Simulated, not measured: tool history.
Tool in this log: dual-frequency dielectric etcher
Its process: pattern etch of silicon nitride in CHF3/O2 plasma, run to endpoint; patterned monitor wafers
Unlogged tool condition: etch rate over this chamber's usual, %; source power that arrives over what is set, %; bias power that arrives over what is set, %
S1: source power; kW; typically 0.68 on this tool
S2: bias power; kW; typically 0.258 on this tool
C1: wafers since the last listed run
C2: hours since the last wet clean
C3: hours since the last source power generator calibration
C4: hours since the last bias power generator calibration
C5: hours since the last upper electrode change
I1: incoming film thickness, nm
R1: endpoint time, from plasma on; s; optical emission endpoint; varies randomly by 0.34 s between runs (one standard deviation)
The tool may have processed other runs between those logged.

{"run": 1, "hour": 0.0, "S1": 0.68, "S2": 0.258, "C1": 0, "C2": 79.4, "C3": 5033.2, "C4": 2424.9, "C5": 2218.8, "I1": 87, "R1": 48.9}
{"run": 2, "hour": 69.2, "S1": 0.68, "S2": 0.258, "C1": 576, "C2": 148.6, "C3": 5102.4, "C4": 2494.1, "C5": 2288, "I1": 86.7, "R1": 48.2}
{"run": 3, "hour": 128.3, "S1": 0.68, "S2": 0.258, "C1": 492, "C2": 207.7, "C3": 5161.5, "C4": 2553.2, "C5": 2347.1, "I1": 87.6, "R1": 49}
{"run": 4, "hour": 159.5, "S1": 0.68, "S2": 0.258, "C1": 259, "C2": 238.9, "C3": 5192.7, "C4": 2584.4, "C5": 2378.3, "I1": 87.4, "R1": 48.4}
{"run": 5, "hour": 228.8, "S1": 0.68, "S2": 0.258, "C1": 577, "C2": 308.2, "C3": 5262, "C4": 2653.7, "C5": 2447.6, "I1": 87.4, "R1": 47.6}
{"run": 6, "hour": 256.6, "S1": 0.68, "S2": 0.258, "C1": 231, "C2": 336, "C3": 5289.8, "C4": 2681.5, "C5": 2475.4, "I1": 86.4, "R1": 47.5}
{"run": 7, "hour": 307.9, "S1": 0.68, "S2": 0.297, "C1": 427, "C2": 387.3, "C3": 5341.1, "C4": 2732.8, "C5": 2526.7, "I1": 87.5, "R1": 43.8}
{"hour": 333.7, "done": "wet clean of the chamber"}
{"run": 8, "hour": 344.3, "S1": 0.68, "S2": 0.297, "C1": 103, "C2": 10.6, "C3": 5377.5, "C4": 2769.2, "C5": 2563.1, "I1": 86.6, "R1": 42.6}
{"run": 9, "hour": 392.5, "S1": 0.68, "S2": 0.297, "C1": 401, "C2": 58.8, "C3": 5425.7, "C4": 2817.4, "C5": 2611.3, "I1": 86.5, "R1": 43.1}
{"hour": 441.4, "done": "source power generator calibrated"}
{"run": 10, "hour": 450.6, "S1": 0.72, "S2": 0.258, "C1": 450, "C2": 116.9, "C3": 9.2, "C4": 2875.5, "C5": 2669.4, "I1": 88, "R1": 45.7}
{"run": 11, "hour": 506.7, "S1": 0.68, "S2": 0.258, "C1": 467, "C2": 173, "C3": 65.3, "C4": 2931.6, "C5": 2725.5, "I1": 86.8, "R1": 45.9}
{"run": 12, "hour": 576.6, "S1": 0.68, "S2": 0.258, "C1": 582, "C2": 242.9, "C3": 135.2, "C4": 3001.5, "C5": 2795.4, "I1": 87.2, "R1": 46.2}
{"run": 13, "hour": 625.0, "S1": 0.68, "S2": 0.258, "C1": 403, "C2": 291.3, "C3": 183.6, "C4": 3049.9, "C5": 2843.8, "I1": 86.6, "R1": 45.3}
{"hour": 728.3, "done": "bias power generator calibrated"}
{"run": 14, "hour": 747.0, "S1": 0.68, "S2": 0.258, "C1": 983, "C2": 413.3, "C3": 305.6, "C4": 18.7, "C5": 2965.8, "I1": 86.7, "R1": 45.3}
{"hour": 828.5, "done": "wet clean of the chamber, repeated, since the last time left the tool worse"}
{"run": 15, "hour": 829.0, "S1": 0.59, "S2": 0.258, "C1": 483, "C2": 0.5, "C3": 387.6, "C4": 100.7, "C5": 3047.8, "I1": 87.1, "R1": 51.7}
{"hour": 853.5, "done": "upper electrode replaced"}
{"run": 16, "hour": 867.9, "S1": 0.59, "S2": 0.258, "C1": 124, "C2": 39.4, "C3": 426.5, "C4": 139.6, "C5": 14.4, "I1": 87.1, "R1": 50.8}
{"run": 17, "hour": 920.6, "S1": 0.68, "S2": 0.258, "C1": 439, "C2": 92.1, "C3": 479.2, "C4": 192.3, "C5": 67.1, "I1": 87.1, "R1": 47.6}
{"run": 18, "hour": 981.4, "S1": 0.68, "S2": 0.258, "C1": 506, "C2": 152.9, "C3": 540, "C4": 253.1, "C5": 127.9, "I1": 87.1, "R1": 48.6}
{"run": 19, "hour": 1021.7, "S1": 0.52, "S2": 0.318, "C1": 335, "C2": 193.2, "C3": 580.3, "C4": 293.4, "C5": 168.2, "I1": 86.9, "R1": 47.3}
{"run": 20, "hour": 1049.3, "S1": 0.62, "S2": 0.301, "C1": 229, "C2": 220.8, "C3": 607.9, "C4": 321, "C5": 195.8, "I1": 87.3, "R1": 45.7}
{"run": 21, "hour": 1192.6, "S1": 0.55, "S2": 0.258, "C1": 1193, "C2": 364.1, "C3": 751.2, "C4": 464.3, "C5": 339.1, "I1": 87.9, "R1": 52.1}
{"hour": 1251.6, "done": "wet clean of the chamber"}
{"run": 22, "hour": 1252.1, "S1": 0.83, "S2": 0.21, "C1": 295, "C2": 0.5, "C3": 810.7, "C4": 523.8, "C5": 398.6, "I1": 87.8, "R1": 50.9}
{"run": 23, "hour": 1303.2, "S1": 0.68, "S2": 0.258, "C1": 425, "C2": 51.6, "C3": 861.8, "C4": 574.9, "C5": 449.7, "I1": 87.8, "R1": 48.5}
{"run": 24, "hour": 1349.2, "S1": 0.75, "S2": 0.3, "C1": 383, "C2": 97.6, "C3": 907.8, "C4": 620.9, "C5": 495.7, "I1": 87, "R1": 42.7}
{"run": 25, "hour": 1380.9, "S1": 0.68, "S2": 0.258, "C1": 264, "C2": 129.3, "C3": 939.5, "C4": 652.6, "C5": 527.4, "I1": 87.7, "R1": 48.5}
{"run": 26, "hour": 1428.7, "S1": 0.57, "S2": 0.316, "C1": 398, "C2": 177.1, "C3": 987.3, "C4": 700.4, "C5": 575.2, "I1": 87.2, "R1": 46}
{"run": 27, "hour": 1476.0, "S1": 0.68, "S2": 0.21, "C1": 394, "C2": 224.4, "C3": 1034.6, "C4": 747.7, "C5": 622.5, "I1": 87.8, "R1": 54}
{"run": 28, "hour": 1540.0, "S1": 0.56, "S2": 0.237, "C1": 533, "C2": 288.4, "C3": 1098.6, "C4": 811.7, "C5": 686.5, "I1": 87.1, "R1": 54}
{"run": 29, "hour": 1606.1, "S1": 0.54, "S2": 0.277, "C1": 550, "C2": 354.5, "C3": 1164.7, "C4": 877.8, "C5": 752.6, "I1": 87.4, "R1": 50.2}
{"hour": 1661.5, "done": "wet clean of the chamber"}
{"run": 30, "hour": 1665.4, "S1": 0.52, "S2": 0.222, "C1": 294, "C2": 3.9, "C3": 1224, "C4": 937.1, "C5": 811.9, "I1": 87, "R1": 58.4}
{"run": 31, "hour": 1716.8, "S1": 0.68, "S2": 0.204, "C1": 428, "C2": 55.3, "C3": 1275.4, "C4": 988.5, "C5": 863.3, "I1": 87.1, "R1": 55.5}
{"run": 32, "hour": 1765.4, "S1": 0.68, "S2": 0.313, "C1": 404, "C2": 103.9, "C3": 1324, "C4": 1037.1, "C5": 911.9, "I1": 86.3, "R1": 42.9}
{"run": 33, "hour": 1796.8, "S1": 0.6, "S2": 0.3, "C1": 261, "C2": 135.3, "C3": 1355.4, "C4": 1068.5, "C5": 943.3, "I1": 87.5, "R1": 47.1}
{"run": 34, "hour": 1860.0, "S1": 0.68, "S2": 0.217, "C1": 526, "C2": 198.5, "C3": 1418.6, "C4": 1131.7, "C5": 1006.5, "I1": 86.8, "R1": 52.8}
{"run": 35, "hour": 1895.3, "S1": 0.68, "S2": 0.3, "C1": 294, "C2": 233.8, "C3": 1453.9, "C4": 1167, "C5": 1041.8, "I1": 87, "R1": 43.8}
{"run": 36, "hour": 1962.8, "S1": 0.68, "S2": 0.208, "C1": 562, "C2": 301.3, "C3": 1521.4, "C4": 1234.5, "C5": 1109.3, "I1": 87.3, "R1": 53.6}

Describe how what the log doesn't record of the tool's condition differs between the last listed run preceding each entry between runs and the first listed run following it.
Between runs 7 and 8: wet clean of the chamber (hour 333.7)
  etch rate over this chamber's usual, %: 2.02 -> 4.31
  the result without the hidden state subtracted from the measured one, R1: -0.9 -> -1.8 s
Between runs 9 and 10: source power generator calibrated (hour 441.4)
  etch rate over this chamber's usual, %: 4.56 -> 4.88
  the result without the hidden state subtracted from the measured one, R1: -2 -> -2.2 s
Between runs 13 and 14: bias power generator calibrated (hour 728.3)
  etch rate over this chamber's usual, %: 5.81 -> 6.46
  the result without the hidden state subtracted from the measured one, R1: -2.6 -> -2.9 s
Between runs 14 and 15: wet clean of the chamber, repeated, since the last time left the tool worse (hour 828.5)
  etch rate over this chamber's usual, %: 6.46 -> -0.318
  the result without the hidden state subtracted from the measured one, R1: -2.9 -> +0.1 s
Between runs 15 and 16: upper electrode replaced (hour 853.5)
  etch rate over this chamber's usual, %: -0.318 -> -0.11
  the result without the hidden state subtracted from the measured one, R1: +0.1 -> +0.1 s
Between runs 21 and 22: wet clean of the chamber (hour 1251.6)
  etch rate over this chamber's usual, %: 1.63 -> 0.3
  the result without the hidden state subtracted from the measured one, R1: -0.8 -> -0.1 s
Between runs 29 and 30: wet clean of the chamber (hour 1661.5)
  etch rate over this chamber's usual, %: 2.19 -> -0.0421
  the result without the hidden state subtracted from the measured one, R1: -1.1 -> +0.1 s
